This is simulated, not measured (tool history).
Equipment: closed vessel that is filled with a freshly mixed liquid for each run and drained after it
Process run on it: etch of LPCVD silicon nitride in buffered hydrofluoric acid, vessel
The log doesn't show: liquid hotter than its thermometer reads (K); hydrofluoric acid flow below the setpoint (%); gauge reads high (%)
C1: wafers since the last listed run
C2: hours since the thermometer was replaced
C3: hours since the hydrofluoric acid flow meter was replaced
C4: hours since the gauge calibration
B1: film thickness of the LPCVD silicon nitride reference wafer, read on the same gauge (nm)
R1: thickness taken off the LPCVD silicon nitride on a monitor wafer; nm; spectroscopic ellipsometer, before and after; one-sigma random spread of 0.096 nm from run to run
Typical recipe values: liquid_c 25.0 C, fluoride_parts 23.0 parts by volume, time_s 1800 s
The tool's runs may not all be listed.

{"run": 1, "hour": 0.0, "liquid_c": 25.0, "fluoride_parts": 23.0, "time_s": 1800, "C1": 0, "C2": 822.4, "C3": 589.1, "C4": 2851.2, "B1": 80.0, "R1": 10.84}
{"hour": 34.4, "done": "hydrofluoric acid flow meter replaced"}
{"run": 2, "hour": 102.6, "liquid_c": 25.0, "fluoride_parts": 23.0, "time_s": 1800, "C1": 3959, "C2": 925.0, "C3": 68.2, "C4": 2953.8, "B1": 80.01, "R1": 11.52}
{"run": 3, "hour": 154.9, "liquid_c": 25.0, "fluoride_parts": 23.0, "time_s": 2250, "C1": 2038, "C2": 977.3, "C3": 120.5, "C4": 3006.1, "B1": 80.0, "R1": 14.41}
{"run": 4, "hour": 262.2, "liquid_c": 25.0, "fluoride_parts": 23.0, "time_s": 2250, "C1": 4181, "C2": 1084.6, "C3": 227.8, "C4": 3113.4, "B1": 79.96, "R1": 14.19}
{"run": 5, "hour": 318.6, "liquid_c": 25.0, "fluoride_parts": 23.0, "time_s": 2250, "C1": 2197, "C2": 1141.0, "C3": 284.2, "C4": 3169.8, "B1": 80.03, "R1": 13.91}
{"run": 6, "hour": 371.6, "liquid_c": 28.5, "fluoride_parts": 23.0, "time_s": 2130, "C1": 2065, "C2": 1194.0, "C3": 337.2, "C4": 3222.8, "B1": 79.99, "R1": 15.98}
{"run": 7, "hour": 414.8, "liquid_c": 25.0, "fluoride_parts": 23.0, "time_s": 1800, "C1": 1683, "C2": 1237.2, "C3": 380.4, "C4": 3266.0, "B1": 80.01, "R1": 10.96}
{"run": 8, "hour": 480.8, "liquid_c": 25.0, "fluoride_parts": 23.0, "time_s": 1800, "C1": 2572, "C2": 1303.2, "C3": 446.4, "C4": 3332.0, "B1": 79.98, "R1": 10.98}
{"run": 9, "hour": 544.6, "liquid_c": 25.0, "fluoride_parts": 23.0, "time_s": 1800, "C1": 2486, "C2": 1367.0, "C3": 510.2, "C4": 3395.8, "B1": 79.98, "R1": 11.0}
{"run": 10, "hour": 631.8, "liquid_c": 25.0, "fluoride_parts": 23.0, "time_s": 1800, "C1": 3398, "C2": 1454.2, "C3": 597.4, "C4": 3483.0, "B1": 79.99, "R1": 10.55}
{"hour": 684.6, "done": "hydrofluoric acid flow meter replaced"}
{"run": 11, "hour": 696.9, "liquid_c": 25.0, "fluoride_parts": 23.0, "time_s": 1800, "C1": 2498, "C2": 1519.3, "C3": 12.3, "C4": 3548.1, "B1": 80.01, "R1": 11.56}
{"run": 12, "hour": 794.6, "liquid_c": 25.0, "fluoride_parts": 23.0, "time_s": 1800, "C1": 3807, "C2": 1617.0, "C3": 110.0, "C4": 3645.8, "B1": 79.97, "R1": 11.32}
{"run": 13, "hour": 837.7, "liquid_c": 25.0, "fluoride_parts": 23.0, "time_s": 1800, "C1": 1679, "C2": 1660.1, "C3": 153.1, "C4": 3688.9, "B1": 80.02, "R1": 11.15}
{"hour": 873.1, "done": "gauge calibrated"}
{"run": 14, "hour": 923.7, "liquid_c": 25.0, "fluoride_parts": 23.0, "time_s": 1500, "C1": 3351, "C2": 1746.1, "C3": 239.1, "C4": 50.6, "B1": 80.03, "R1": 9.35}
{"run": 15, "hour": 1030.6, "liquid_c": 25.0, "fluoride_parts": 20.5, "time_s": 1375, "C1": 4165, "C2": 1853.0, "C3": 346.0, "C4": 157.5, "B1": 79.99, "R1": 9.15}
{"run": 16, "hour": 1126.2, "liquid_c": 25.0, "fluoride_parts": 23.0, "time_s": 1800, "C1": 3725, "C2": 1948.6, "C3": 441.6, "C4": 253.1, "B1": 80.0, "R1": 10.89}
{"run": 17, "hour": 1222.1, "liquid_c": 25.0, "fluoride_parts": 23.0, "time_s": 1195, "C1": 3737, "C2": 2044.5, "C3": 537.5, "C4": 349.0, "B1": 79.99, "R1": 7.25}
{"hour": 1307.3, "done": "hydrofluoric acid flow meter replaced"}
{"run": 18, "hour": 1328.9, "liquid_c": 25.0, "fluoride_parts": 23.0, "time_s": 1800, "C1": 4123, "C2": 2151.3, "C3": 21.6, "C4": 455.8, "B1": 79.98, "R1": 11.67}
{"run": 19, "hour": 1411.5, "liquid_c": 22.0, "fluoride_parts": 28.5, "time_s": 1800, "C1": 3218, "C2": 2233.9, "C3": 104.2, "C4": 538.4, "B1": 79.99, "R1": 8.43}
{"run": 20, "hour": 1500.1, "liquid_c": 25.0, "fluoride_parts": 23.0, "time_s": 1800, "C1": 3452, "C2": 2322.5, "C3": 192.8, "C4": 627.0, "B1": 79.99, "R1": 11.45}
{"run": 21, "hour": 1547.2, "liquid_c": 25.0, "fluoride_parts": 18.5, "time_s": 1800, "C1": 1835, "C2": 2369.6, "C3": 239.9, "C4": 674.1, "B1": 79.98, "R1": 13.24}
{"run": 22, "hour": 1583.6, "liquid_c": 23.5, "fluoride_parts": 15.0, "time_s": 1800, "C1": 1418, "C2": 2406.0, "C3": 276.3, "C4": 710.5, "B1": 80.03, "R1": 14.8}
{"hour": 1634.3, "done": "thermometer replaced"}
{"run": 23, "hour": 1667.3, "liquid_c": 25.0, "fluoride_parts": 23.0, "time_s": 1800, "C1": 3222, "C2": 33.0, "C3": 360.0, "C4": 794.2, "B1": 79.99, "R1": 11.09}
{"run": 24, "hour": 1774.9, "liquid_c": 20.0, "fluoride_parts": 18.0, "time_s": 2350, "C1": 4193, "C2": 140.6, "C3": 467.6, "C4": 901.8, "B1": 80.01, "R1": 12.92}
{"hour": 1901.7, "done": "hydrofluoric acid flow meter replaced"}
{"run": 25, "hour": 1927.2, "liquid_c": 25.0, "fluoride_parts": 23.0, "time_s": 880, "C1": 5896, "C2": 292.9, "C3": 25.5, "C4": 1054.1, "B1": 80.01, "R1": 5.71}
{"run": 26, "hour": 1983.8, "liquid_c": 25.0, "fluoride_parts": 23.0, "time_s": 2250, "C1": 2205, "C2": 349.5, "C3": 82.1, "C4": 1110.7, "B1": 79.98, "R1": 14.48}
{"run": 27, "hour": 2046.0, "liquid_c": 25.0, "fluoride_parts": 23.0, "time_s": 1800, "C1": 2423, "C2": 411.7, "C3": 144.3, "C4": 1172.9, "B1": 80.02, "R1": 11.25}
{"run": 28, "hour": 2363.6, "liquid_c": 25.0, "fluoride_parts": 23.0, "time_s": 2255, "C1": 12377, "C2": 729.3, "C3": 461.9, "C4": 1490.5, "B1": 80.01, "R1": 13.61}
{"run": 29, "hour": 2401.0, "liquid_c": 25.0, "fluoride_parts": 23.0, "time_s": 2205, "C1": 1457, "C2": 766.7, "C3": 499.3, "C4": 1527.9, "B1": 79.99, "R1": 13.09}
{"run": 30, "hour": 2482.2, "liquid_c": 26.5, "fluoride_parts": 30.0, "time_s": 1800, "C1": 3164, "C2": 847.9, "C3": 580.5, "C4": 1609.1, "B1": 80.0, "R1": 9.23}
{"run": 31, "hour": 2523.2, "liquid_c": 25.0, "fluoride_parts": 23.0, "time_s": 1800, "C1": 1597, "C2": 888.9, "C3": 621.5, "C4": 1650.1, "B1": 79.97, "R1": 10.54}
{"run": 32, "hour": 2581.1, "liquid_c": 29.5, "fluoride_parts": 23.0, "time_s": 1800, "C1": 2256, "C2": 946.8, "C3": 679.4, "C4": 1708.0, "B1": 79.99, "R1": 13.59}
{"hour": 2584.9, "done": "hydrofluoric acid flow meter replaced"}
{"run": 33, "hour": 2773.0, "liquid_c": 27.0, "fluoride_parts": 17.5, "time_s": 1250, "C1": 7439, "C2": 1138.7, "C3": 188.1, "C4": 1899.9, "B1": 80.0, "R1": 10.86}

Here are 3 independent what-if runs from the current tool condition. What would each one return?
{"run": "A", "hour": 2774.1, "liquid_c": 25.0, "fluoride_parts": 23.0, "time_s": 1800, "C1": 42, "C2": 1139.8, "C3": 189.2, "C4": 1901.0, "B1": "?", "R1": "?"}
{"run": "B", "hour": 2774.1, "liquid_c": 22.0, "fluoride_parts": 23.0, "time_s": 1060, "C1": 42, "C2": 1139.8, "C3": 189.2, "C4": 1901.0, "B1": "?", "R1": "?"}
{"run": "C", "hour": 2774.1, "liquid_c": 21.5, "fluoride_parts": 26.5, "time_s": 1465, "C1": 42, "C2": 1139.8, "C3": 189.2, "C4": 1901.0, "B1": "?", "R1": "?"}

run=A B1=80.02 R1=11.30
run=B B1=80.02 R1=5.64
run=C B1=80.02 R1=6.88
Without the tool's unlogged condition, the same runs would have read:
run=A R1=11.58
run=B R1=5.78
run=C R1=7.05

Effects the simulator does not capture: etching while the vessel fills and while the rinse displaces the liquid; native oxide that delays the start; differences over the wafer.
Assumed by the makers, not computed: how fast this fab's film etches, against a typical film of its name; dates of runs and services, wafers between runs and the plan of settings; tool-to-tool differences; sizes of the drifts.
